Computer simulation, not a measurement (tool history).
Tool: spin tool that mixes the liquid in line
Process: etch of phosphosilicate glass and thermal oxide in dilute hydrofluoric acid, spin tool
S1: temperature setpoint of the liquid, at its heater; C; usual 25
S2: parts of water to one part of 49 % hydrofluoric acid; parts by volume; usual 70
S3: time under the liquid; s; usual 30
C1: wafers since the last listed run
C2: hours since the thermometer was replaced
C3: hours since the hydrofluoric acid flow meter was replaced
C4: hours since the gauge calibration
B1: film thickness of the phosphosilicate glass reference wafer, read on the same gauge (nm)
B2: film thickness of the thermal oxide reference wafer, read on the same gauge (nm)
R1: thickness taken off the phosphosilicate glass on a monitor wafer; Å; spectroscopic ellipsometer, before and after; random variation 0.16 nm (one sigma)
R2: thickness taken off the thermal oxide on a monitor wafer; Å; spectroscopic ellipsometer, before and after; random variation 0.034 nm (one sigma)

run,hour,S1,S2,S3,C1,C2,C3,C4,B1,B2,R1,R2
1,0,25,70,30,0,2422.8,57.5,620.5,80.02,129.942,313.8,20.85
2,21,25,70,30,154,2443.8,78.5,641.5,80.01,129.991,312.8,20.65
3,28.5,25,70,15,55,2451.3,86,649,79.99,130.036,158.3,10.1
# hour 36.8: gauge calibrated
4,42.4,25,70,30,102,2465.2,99.9,5.6,79.99,129.993,314.4,20.76
5,55.3,25,70,25,95,2478.1,112.8,18.5,80.01,129.972,263.2,17.25
6,68.9,25,70,30,100,2491.7,126.4,32.1,80.03,130.044,315.2,20.7
7,82.1,25,70,30,97,2504.9,139.6,45.3,80.01,129.967,313.6,20.18
8,92.1,30,90,40,73,2514.9,149.6,55.3,80.01,130.025,387.3,25.89
9,109,25,95,30,124,2531.8,166.5,72.2,79.99,130.002,224.7,15.01
10,115.6,25,70,30,48,2538.4,173.1,78.8,80.01,130.045,313.1,20.96
11,130.5,20.5,70,30,109,2553.3,188,93.7,80.02,129.992,260.4,17.53
12,146.8,22.5,80,15,120,2569.6,204.3,110,80,129.99,122.2,8.18
13,157.1,23.5,55,20,75,2579.9,214.6,120.3,79.99,129.986,257.9,16.86
# hour 167.5: thermometer replaced
14,171.5,30,60,30,98,4,229,134.7,79.98,130.014,496.7,32.43
15,183.8,25,70,30,90,16.3,241.3,147,80.03,130.026,344.5,23.33
16,195.9,20,80,50,89,28.4,253.4,159.1,79.99,130.014,403.2,26.05
17,219.8,25,70,30,176,52.3,277.3,183,80,129.997,343.6,22.91
18,231.5,25,70,30,86,64,289,194.7,80.02,130.015,341.8,22.61
19,248.4,25,50,30,124,80.9,305.9,211.6,80,129.996,494.9,32.33
20,258.5,25,70,40,74,91,316,221.7,80.01,129.961,456,29.6
21,272.4,22,95,30,102,104.9,329.9,235.6,79.96,130.012,218.3,14.27

The next listed run, before its measurement:
22,284.3,25,70,30,87,116.8,341.8,247.5,?,?,?,?

{"run 22": {"B1": 79.98, "B2": 129.988, "R1": 344.6, "R2": 22.55}}
Without the tool's hidden state the same run would have given R1 347.4 Å, R2 22.73 Å.

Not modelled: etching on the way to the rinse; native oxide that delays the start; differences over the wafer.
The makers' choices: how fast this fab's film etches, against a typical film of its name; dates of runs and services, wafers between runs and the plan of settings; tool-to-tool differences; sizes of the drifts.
